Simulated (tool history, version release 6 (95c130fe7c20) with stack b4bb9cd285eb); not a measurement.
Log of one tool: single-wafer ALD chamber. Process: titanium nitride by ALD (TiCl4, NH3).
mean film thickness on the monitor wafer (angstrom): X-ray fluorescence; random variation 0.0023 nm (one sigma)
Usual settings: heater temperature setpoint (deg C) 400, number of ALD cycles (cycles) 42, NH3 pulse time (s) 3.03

run     day  heater temperature setpoint (deg C)  number of ALD cycles (cycles)  NH3 pulse time (s)  wafers since the last listed run  hours since the last thermocouple change  hours since the showerhead was replaced  hours since the gauge calibration  read-back reference wafer on the same gauge, thickness_nm  mean film thickness on the monitor wafer (angstrom)
  1   0.000                                  400                             42                3.03                                 0                                    1958.4                                   4615.5                               69.1                                                      0.852                                                 9.27
  2   2.279                                  400                             42                3.03                               312                                    2013.1                                   4670.2                              123.8                                                      0.849                                                 9.29
  3   6.712                                  400                             42                3.03                               607                                    2119.5                                   4776.6                              230.2                                                      0.843                                                 9.21
  4   8.746                                  400                             42                3.45                               278                                    2168.3                                   4825.4                              279.0                                                      0.841                                                 9.19
  5  10.842                                  400                             42                3.45                               287                                    2218.6                                   4875.7                              329.3                                                      0.841                                                 9.20
  6  14.342                                  400                             42                3.03                               479                                    2302.6                                   4959.7                              413.3                                                      0.838                                                 9.13
  7  16.708                                  400                             42                3.03                               324                                    2359.4                                   5016.5                              470.1                                                      0.836                                                 9.07
  8  20.538                                  410                             48                3.03                               524                                    2451.3                                   5108.4                              562.0                                                      0.835                                                10.41
     22.579  -- thermocouple changed; heater temperature recalibrated
  9  23.617                                  396                             42                3.57                               376                                      24.9                                   5182.3                              635.9                                                      0.835                                                 9.15
 10  27.133                                  407                             36                3.03                               481                                     109.3                                   5266.7                              720.3                                                      0.833                                                 7.79
     30.158  -- gauge calibrated
 11  31.571                                  400                             50                1.85                               607                                     215.8                                   5373.2                               33.9                                                      0.856                                                10.81
 12  34.058                                  400                             42                3.03                               340                                     275.5                                   5432.9                               93.6                                                      0.851                                                 9.30
     34.729  -- showerhead replaced
 13  37.504                                  400                             49                3.03                               426                                     358.2                                     66.6                              176.3                                                      0.845                                                10.76
 14  40.596                                  400                             42                3.03                               423                                     432.4                                    140.8                              250.5                                                      0.843                                                 9.18
 15  48.683                                  400                             42                3.03                              1107                                     626.5                                    334.9                              444.6                                                      0.839                                                 9.15

Some steps in mean film thickness on the monitor wafer (angstrom) between neighbouring runs. How much of each would the tool show without its hidden state too (settings, what came in, random variation), and how much is left for the hidden state, with any gauge scatter that isn't in both results?
The hidden state here: wafer temperature above the value expected at the setpoint (K); gauge reads high (%).
Run 10 -> 11: heater temperature setpoint (deg C) 407 -> 400, number of ALD cycles (cycles) 36 -> 50, NH3 pulse time (s) 3.03 -> 1.85, gauge calibrated. mean film thickness on the monitor wafer (angstrom) +3.02: hidden state +0.20, all else +2.82.
